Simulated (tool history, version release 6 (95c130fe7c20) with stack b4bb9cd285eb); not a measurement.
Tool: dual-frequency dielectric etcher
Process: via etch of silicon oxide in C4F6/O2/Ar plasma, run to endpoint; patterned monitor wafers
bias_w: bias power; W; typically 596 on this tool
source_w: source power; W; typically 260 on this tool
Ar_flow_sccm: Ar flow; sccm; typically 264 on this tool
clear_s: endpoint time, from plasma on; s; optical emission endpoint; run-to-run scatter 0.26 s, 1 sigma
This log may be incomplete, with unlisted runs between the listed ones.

run	hour	bias_w	source_w	Ar_flow_sccm	wafers since the last listed run	hours since the last wet clean	hours since the last bias power generator calibration	hours since the last source power generator calibration	hours since the last Ar flow controller change	hours since the last upper electrode change	incoming incoming film thickness, nm	clear_s
1	0.0	596	260	264	0	300.2	2079.0	3130.4	4153.9	2209.9	146.6	34.8
2	37.7	596	260	313	505	337.9	2116.7	3168.1	4191.6	2247.6	147.8	35.5
3	96.4	596	260	313	787	396.6	2175.4	3226.8	4250.3	2306.3	146.9	35.3
4	179.9	596	260	264	1120	480.1	2258.9	3310.3	4333.8	2389.8	149.1	35.7
5	245.6	596	260	264	881	545.8	2324.6	3376.0	4399.5	2455.5	148.0	35.6
6	285.0	596	260	248	528	585.2	2364.0	3415.4	4438.9	2494.9	145.3	35.1
# hour 356.1: wet clean of the chamber
7	356.6	596	260	248	638	0.5	2435.6	3487.0	4510.5	2566.5	147.3	33.6
8	455.0	596	260	248	1320	98.9	2534.0	3585.4	4608.9	2664.9	147.0	33.5
# hour 489.6: upper electrode replaced, of another model than before
9	561.0	596	260	308	1100	204.9	2640.0	3691.4	4714.9	71.4	148.9	35.8
# hour 618.2: Ar flow controller replaced
10	660.6	596	260	308	1255	304.5	2739.6	3791.0	42.4	171.0	146.7	34.7
11	762.6	653	260	231	1368	406.5	2841.6	3893.0	144.4	273.0	146.0	33.3
12	832.5	473	290	324	937	476.4	2911.5	3962.9	214.3	342.9	147.5	36.5
# hour 878.9: wet clean of the chamber
13	908.2	596	260	313	693	29.3	2987.2	4038.6	290.0	418.6	147.5	34.8
# hour 955.7: bias power generator calibrated
14	972.9	596	240	312	814	94.0	17.2	4103.3	354.7	483.3	145.6	36.3
# hour 1004.7: source power generator calibrated
15	1047.1	502	200	222	941	168.2	91.4	42.4	428.9	557.5	147.1	42.4
16	1083.5	596	260	264	488	204.6	127.8	78.8	465.3	593.9	147.1	34.8
17	1135.1	454	300	289	692	256.2	179.4	130.4	516.9	645.5	146.9	34.7
18	1176.5	596	240	264	555	297.6	220.8	171.8	558.3	686.9	147.2	36.4
19	1246.9	596	210	264	944	368.0	291.2	242.2	628.7	757.3	147.1	41.0
20	1318.1	721	260	310	955	439.2	362.4	313.4	699.9	828.5	146.4	33.7
21	1357.7	596	200	264	531	478.8	402.0	353.0	739.5	868.1	147.1	42.2

How would selected steps in clear_s from run to run divide? Give the signed amount a tool lacking its hidden state would still show from settings, what came in and random variation, and the signed amount left for the hidden state, including any gauge scatter that is not in both of the compared results.
Hidden state present: etch rate over this chamber's usual, %; bias power that arrives over what is set, %; source power that arrives over what is set, %; Ar flow that arrives over what is set, %.
Run 6 -> 7: wet clean of the chamber. clear_s -1.5 s: hidden state -1.9, all else +0.4.
Run 12 -> 13: bias_w 473 -> 596, source_w 290 -> 260, Ar_flow_sccm 324 -> 313, wet clean of the chamber. clear_s -1.7 s: hidden state -1.4, all else -0.3.
Run 15 -> 16: bias_w 502 -> 596, source_w 200 -> 260, Ar_flow_sccm 222 -> 264. clear_s -7.6 s: hidden state +0.0, all else -7.6.
Run 20 -> 21: bias_w 721 -> 596, source_w 260 -> 200, Ar_flow_sccm 310 -> 264. clear_s +8.5 s: hidden state +0.4, all else +8.1.
